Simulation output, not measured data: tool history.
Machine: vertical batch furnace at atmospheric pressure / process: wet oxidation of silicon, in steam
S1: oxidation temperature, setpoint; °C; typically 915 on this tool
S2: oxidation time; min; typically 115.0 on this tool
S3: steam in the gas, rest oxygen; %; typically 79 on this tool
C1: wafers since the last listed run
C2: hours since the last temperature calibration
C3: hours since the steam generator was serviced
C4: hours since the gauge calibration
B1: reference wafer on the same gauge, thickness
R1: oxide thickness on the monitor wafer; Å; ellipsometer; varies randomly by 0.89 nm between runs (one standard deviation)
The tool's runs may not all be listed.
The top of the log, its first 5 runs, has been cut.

| run | hour | S1 | S2 | S3 | C1 | C2 | C3 | C4 | B1 | R1 |
|---|---|---|---|---|---|---|---|---|---|---|
| 6 | 320.8 | 915 | 115.0 | 73 | 1151 | 3237.5 | 3269.6 | 1158.7 | 309.87 | 2464.8 |
| 7 | 361.7 | 915 | 115.0 | 79 | 514 | 3278.4 | 3310.5 | 1199.6 | 309.89 | 2621.3 |
| 8 | 433.7 | 915 | 115.0 | 79 | 905 | 3350.4 | 3382.5 | 1271.6 | 309.84 | 2633.0 |
|  | 458.3 | gauge calibrated |
| 9 | 495.8 | 915 | 115.0 | 79 | 781 | 3412.5 | 3444.6 | 37.5 | 310.01 | 2634.6 |
| 10 | 537.5 | 915 | 115.0 | 79 | 524 | 3454.2 | 3486.3 | 79.2 | 310.15 | 2605.5 |
| 11 | 582.1 | 915 | 115.0 | 84 | 561 | 3498.8 | 3530.9 | 123.8 | 309.94 | 2765.4 |
| 12 | 656.4 | 915 | 115.0 | 79 | 934 | 3573.1 | 3605.2 | 198.1 | 310.16 | 2633.8 |
|  | 682.2 | steam generator serviced |
| 13 | 731.6 | 915 | 115.0 | 79 | 644 | 3648.3 | 49.4 | 273.3 | 310.04 | 2792.6 |
| 14 | 822.4 | 915 | 115.0 | 79 | 1142 | 3739.1 | 140.2 | 364.1 | 310.01 | 2773.7 |
| 15 | 1126.7 | 915 | 115.0 | 79 | 3827 | 4043.4 | 444.5 | 668.4 | 310.04 | 2759.4 |
| 16 | 1165.8 | 915 | 115.0 | 79 | 491 | 4082.5 | 483.6 | 707.5 | 310.13 | 2739.2 |
| 17 | 1245.0 | 924 | 131.0 | 79 | 996 | 4161.7 | 562.8 | 786.7 | 310.06 | 3278.6 |
|  | 1328.2 | thermocouples replaced and temperature profile calibrated |
| 18 | 1329.1 | 933 | 115.0 | 79 | 756 | 0.9 | 646.9 | 870.8 | 309.90 | 3109.9 |
| 19 | 1375.7 | 897 | 115.0 | 75 | 586 | 47.5 | 693.5 | 917.4 | 309.90 | 2030.9 |
| 20 | 1418.4 | 915 | 115.0 | 79 | 537 | 90.2 | 736.2 | 960.1 | 309.84 | 2619.3 |
|  | 1456.8 | gauge calibrated |
| 21 | 1458.3 | 939 | 86.5 | 73 | 501 | 130.1 | 776.1 | 1.5 | 310.02 | 2466.3 |
| 22 | 1501.2 | 915 | 149.0 | 79 | 539 | 173.0 | 819.0 | 44.4 | 309.94 | 3224.0 |
| 23 | 1547.1 | 892 | 115.0 | 75 | 577 | 218.9 | 864.9 | 90.3 | 309.82 | 1885.4 |
| 24 | 1611.5 | 915 | 115.0 | 71 | 810 | 283.3 | 929.3 | 154.7 | 310.02 | 2381.0 |
| 25 | 1682.2 | 927 | 132.0 | 75 | 889 | 354.0 | 1000.0 | 225.4 | 309.95 | 3110.2 |
| 26 | 1744.6 | 931 | 150.5 | 79 | 784 | 416.4 | 1062.4 | 287.8 | 310.05 | 3706.5 |
| 27 | 1812.9 | 930 | 115.0 | 89 | 859 | 484.7 | 1130.7 | 356.1 | 309.91 | 3275.5 |
| 28 | 1877.7 | 915 | 115.0 | 79 | 815 | 549.5 | 1195.5 | 420.9 | 309.92 | 2594.2 |
| 29 | 1929.7 | 915 | 64.5 | 79 | 654 | 601.5 | 1247.5 | 472.9 | 309.82 | 1614.2 |
| 30 | 2021.1 | 925 | 90.5 | 71 | 1149 | 692.9 | 1338.9 | 564.3 | 309.84 | 2172.2 |

What if the next run were any one of these 4? Each begins from the tool's condition after run 30:
| A | 2027.4 | 915 | 115.0 | 79 | 79 | 699.2 | 1345.2 | 570.6 | ? | ? |
| B | 2027.4 | 938 | 115.0 | 79 | 79 | 699.2 | 1345.2 | 570.6 | ? | ? |
| C | 2027.4 | 934 | 143.5 | 84 | 79 | 699.2 | 1345.2 | 570.6 | ? | ? |
| D | 2027.4 | 907 | 139.5 | 69 | 79 | 699.2 | 1345.2 | 570.6 | ? | ? |

| run | B1 | R1 |
|---|---|---|
| A | 310.01 | 2590.7 |
| B | 310.01 | 3220.1 |
| C | 310.01 | 3846.1 |
| D | 310.01 | 2490.5 |
Take away the tool's hidden state, keep each run's random variation, and the runs would have read:
| run | R1 |
|---|---|
| A | 2696.6 |
| B | 3348.4 |
| C | 3997.4 |
| D | 2591.2 |
